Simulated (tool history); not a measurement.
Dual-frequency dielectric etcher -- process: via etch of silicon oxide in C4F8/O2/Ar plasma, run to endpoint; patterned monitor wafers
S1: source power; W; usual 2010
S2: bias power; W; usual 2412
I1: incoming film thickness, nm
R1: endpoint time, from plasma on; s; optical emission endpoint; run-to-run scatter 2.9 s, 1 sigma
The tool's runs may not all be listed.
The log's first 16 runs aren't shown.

| run | hour | S1 | S2 | I1 | R1 |
|---|---|---|---|---|---|
| 17 | 514.9 | 2210 | 1956 | 2072 | 388.1 |
| 18 | 532.8 | 2410 | 2190 | 2053.5 | 359.8 |
| 19 | 562.1 | 2010 | 2140 | 2066.4 | 384.2 |
| 20 | 586.2 | 2010 | 2412 | 2046 | 370.7 |
| 21 | 618.2 | 2010 | 2412 | 2043.9 | 373.9 |
| 22 | 644.5 | 2410 | 2412 | 2047.5 | 352.8 |
| 23 | 668.9 | 1730 | 2823 | 2084.3 | 386.2 |
| 24 | 700.4 | 2010 | 2412 | 2058.3 | 378.4 |
| 25 | 727.2 | 2350 | 2412 | 2050.9 | 361.5 |
|  | 766.4 | upper electrode replaced |
| 26 | 766.9 | 1660 | 1915 | 2051.1 | 431.3 |
| 27 | 782.1 | 1670 | 2187 | 2066.3 | 417.3 |
| 28 | 810.9 | 1570 | 2058 | 2032.8 | 429.7 |
| 29 | 838.9 | 1560 | 2745 | 2068.1 | 404.2 |
| 30 | 864.7 | 1550 | 2412 | 2060.2 | 425.7 |
| 31 | 876.7 | 2010 | 1827 | 2074 | 415.8 |
|  | 917.6 | wet clean of the chamber |
| 32 | 918.1 | 2010 | 3012 | 2055.5 | 334.4 |
| 33 | 934.6 | 2190 | 2041 | 2075.1 | 371.1 |
| 34 | 965.8 | 1530 | 2255 | 2034.7 | 404.9 |
| 35 | 994.3 | 2010 | 2412 | 2068.2 | 362.4 |

Forecast each of these 4 alternatives for the next run:
| A | 994.8 | 2010 | 2412 | 2066.9 | ? |
| B | 994.8 | 1640 | 2412 | 2066.9 | ? |
| C | 994.8 | 2480 | 2260 | 2066.9 | ? |
| D | 994.8 | 1520 | 2827 | 2066.9 | ? |

| run | R1 |
|---|---|
| A | 366.7 |
| B | 392 |
| C | 347.8 |
| D | 383 |
The same runs, with their run-to-run variation unchanged, on a tool lacking any hidden condition would have given:
| run | R1 |
|---|---|
| A | 364.7 |
| B | 389.9 |
| C | 345.9 |
| D | 380.9 |
